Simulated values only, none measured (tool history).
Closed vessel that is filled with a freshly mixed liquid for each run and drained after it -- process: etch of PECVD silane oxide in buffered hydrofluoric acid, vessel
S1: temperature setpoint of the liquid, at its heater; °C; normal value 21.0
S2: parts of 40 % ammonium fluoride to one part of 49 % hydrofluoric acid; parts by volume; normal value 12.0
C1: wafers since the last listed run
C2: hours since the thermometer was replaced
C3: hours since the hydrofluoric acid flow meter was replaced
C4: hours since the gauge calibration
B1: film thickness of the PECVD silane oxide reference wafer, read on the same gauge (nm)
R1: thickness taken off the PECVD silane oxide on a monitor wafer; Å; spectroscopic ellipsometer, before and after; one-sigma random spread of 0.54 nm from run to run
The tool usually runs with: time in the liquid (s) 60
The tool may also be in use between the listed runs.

run 1 hour=0.0 | S1=21.0 S2=12.0 time_in_the_liquid_(s)=60 | C1=0 C2=441.5 C3=244.0 C4=455.7 | B1=120.04 | R1=972.9
run 2 hour=24.8 | S1=21.0 S2=12.0 time_in_the_liquid_(s)=60 | C1=2539 C2=466.3 C3=268.8 C4=480.5 | B1=119.96 | R1=967.4
run 3 hour=42.1 | S1=21.0 S2=12.0 time_in_the_liquid_(s)=60 | C1=1771 C2=483.6 C3=286.1 C4=497.8 | B1=120.00 | R1=972.5
run 4 hour=59.0 | S1=21.0 S2=12.0 time_in_the_liquid_(s)=60 | C1=1730 C2=500.5 C3=303.0 C4=514.7 | B1=119.95 | R1=975.8
run 5 hour=102.0 | S1=22.5 S2=12.0 time_in_the_liquid_(s)=60 | C1=4403 C2=543.5 C3=346.0 C4=557.7 | B1=120.02 | R1=1052.2
run 6 hour=125.5 | S1=22.5 S2=12.0 time_in_the_liquid_(s)=60 | C1=2406 C2=567.0 C3=369.5 C4=581.2 | B1=119.99 | R1=1048.1
run 7 hour=139.8 | S1=21.0 S2=12.0 time_in_the_liquid_(s)=60 | C1=1464 C2=581.3 C3=383.8 C4=595.5 | B1=120.05 | R1=965.2
run 8 hour=173.3 | S1=21.0 S2=12.0 time_in_the_liquid_(s)=60 | C1=3430 C2=614.8 C3=417.3 C4=629.0 | B1=120.01 | R1=956.8
run 9 hour=203.6 | S1=21.0 S2=12.0 time_in_the_liquid_(s)=60 | C1=3102 C2=645.1 C3=447.6 C4=659.3 | B1=120.01 | R1=960.7
run 10 hour=238.0 | S1=21.0 S2=12.0 time_in_the_liquid_(s)=60 | C1=3522 C2=679.5 C3=482.0 C4=693.7 | B1=120.01 | R1=953.6
run 11 hour=254.3 | S1=21.0 S2=12.0 time_in_the_liquid_(s)=60 | C1=1669 C2=695.8 C3=498.3 C4=710.0 | B1=119.99 | R1=950.6
run 12 hour=269.7 | S1=21.0 S2=12.0 time_in_the_liquid_(s)=60 | C1=1577 C2=711.2 C3=513.7 C4=725.4 | B1=119.99 | R1=949.7
-- hour=272.4 gauge calibrated
run 13 hour=288.5 | S1=21.0 S2=12.0 time_in_the_liquid_(s)=60 | C1=1925 C2=730.0 C3=532.5 C4=16.1 | B1=120.00 | R1=955.1
run 14 hour=304.7 | S1=21.0 S2=12.0 time_in_the_liquid_(s)=60 | C1=1658 C2=746.2 C3=548.7 C4=32.3 | B1=119.99 | R1=960.2
run 15 hour=324.5 | S1=21.0 S2=12.0 time_in_the_liquid_(s)=60 | C1=2027 C2=766.0 C3=568.5 C4=52.1 | B1=119.97 | R1=958.7
run 16 hour=344.4 | S1=17.5 S2=8.5 time_in_the_liquid_(s)=30 | C1=2037 C2=785.9 C3=588.4 C4=72.0 | B1=120.01 | R1=522.0
run 17 hour=360.0 | S1=21.0 S2=12.0 time_in_the_liquid_(s)=75 | C1=1597 C2=801.5 C3=604.0 C4=87.6 | B1=120.00 | R1=1180.1
run 18 hour=374.3 | S1=21.0 S2=12.0 time_in_the_liquid_(s)=70 | C1=1464 C2=815.8 C3=618.3 C4=101.9 | B1=120.00 | R1=1107.1
-- hour=404.4 thermometer replaced
run 19 hour=405.1 | S1=21.0 S2=12.0 time_in_the_liquid_(s)=60 | C1=3051 C2=0.7 C3=649.1 C4=132.7 | B1=120.00 | R1=939.8
run 20 hour=437.8 | S1=21.0 S2=12.0 time_in_the_liquid_(s)=60 | C1=3348 C2=33.4 C3=681.8 C4=165.4 | B1=120.01 | R1=926.7
run 21 hour=470.1 | S1=21.0 S2=12.0 time_in_the_liquid_(s)=60 | C1=3307 C2=65.7 C3=714.1 C4=197.7 | B1=120.04 | R1=933.6
run 22 hour=492.0 | S1=21.0 S2=12.0 time_in_the_liquid_(s)=60 | C1=2242 C2=87.6 C3=736.0 C4=219.6 | B1=119.98 | R1=940.7
-- hour=509.8 hydrofluoric acid flow meter replaced
run 23 hour=516.0 | S1=25.5 S2=12.0 time_in_the_liquid_(s)=90 | C1=2355 C2=111.6 C3=6.2 C4=243.6 | B1=119.97 | R1=1924.8
run 24 hour=537.3 | S1=21.0 S2=12.0 time_in_the_liquid_(s)=30 | C1=2181 C2=132.9 C3=27.5 C4=264.9 | B1=120.01 | R1=501.3
run 25 hour=553.7 | S1=24.0 S2=16.5 time_in_the_liquid_(s)=85 | C1=1679 C2=149.3 C3=43.9 C4=281.3 | B1=120.01 | R1=1215.4
run 26 hour=572.0 | S1=17.0 S2=8.0 time_in_the_liquid_(s)=45 | C1=1873 C2=167.6 C3=62.2 C4=299.6 | B1=120.02 | R1=874.7
run 27 hour=603.2 | S1=18.5 S2=12.0 time_in_the_liquid_(s)=35 | C1=3194 C2=198.8 C3=93.4 C4=330.8 | B1=120.00 | R1=510.3
run 28 hour=623.4 | S1=21.0 S2=12.0 time_in_the_liquid_(s)=60 | C1=2068 C2=219.0 C3=113.6 C4=351.0 | B1=120.01 | R1=986.6
run 29 hour=699.2 | S1=17.0 S2=14.0 time_in_the_liquid_(s)=90 | C1=7762 C2=294.8 C3=189.4 C4=426.8 | B1=120.03 | R1=1017.7
run 30 hour=732.1 | S1=21.0 S2=12.0 time_in_the_liquid_(s)=60 | C1=3369 C2=327.7 C3=222.3 C4=459.7 | B1=120.00 | R1=990.3
run 31 hour=748.4 | S1=17.0 S2=14.0 time_in_the_liquid_(s)=95 | C1=1669 C2=344.0 C3=238.6 C4=476.0 | B1=120.01 | R1=1076.9

Each row is a separate what-if for the run after 31, all from the same tool condition, not one after another. Results?
run A hour=749.1 | S1=21.0 S2=12.0 time_in_the_liquid_(s)=60 | C1=71 C2=344.7 C3=239.3 C4=476.7 | B1=? | R1=?
run B hour=749.1 | S1=21.0 S2=9.5 time_in_the_liquid_(s)=95 | C1=71 C2=344.7 C3=239.3 C4=476.7 | B1=? | R1=?
run C hour=749.1 | S1=21.0 S2=12.0 time_in_the_liquid_(s)=90 | C1=71 C2=344.7 C3=239.3 C4=476.7 | B1=? | R1=?
run D hour=749.1 | S1=19.0 S2=17.0 time_in_the_liquid_(s)=30 | C1=71 C2=344.7 C3=239.3 C4=476.7 | B1=? | R1=?
run E hour=749.1 | S1=17.5 S2=12.0 time_in_the_liquid_(s)=60 | C1=71 C2=344.7 C3=239.3 C4=476.7 | B1=? | R1=?

run=A B1=119.98 R1=975.6
run=B B1=119.98 R1=1921.4
run=C B1=119.98 R1=1463.5
run=D B1=119.98 R1=309.7
run=E B1=119.98 R1=801.1
With the hidden condition removed and each run's random variation left untouched, the same runs would have given:
run=A R1=997.8
run=B R1=1949.4
run=C R1=1496.7
run=D R1=316.7
run=E R1=819.4
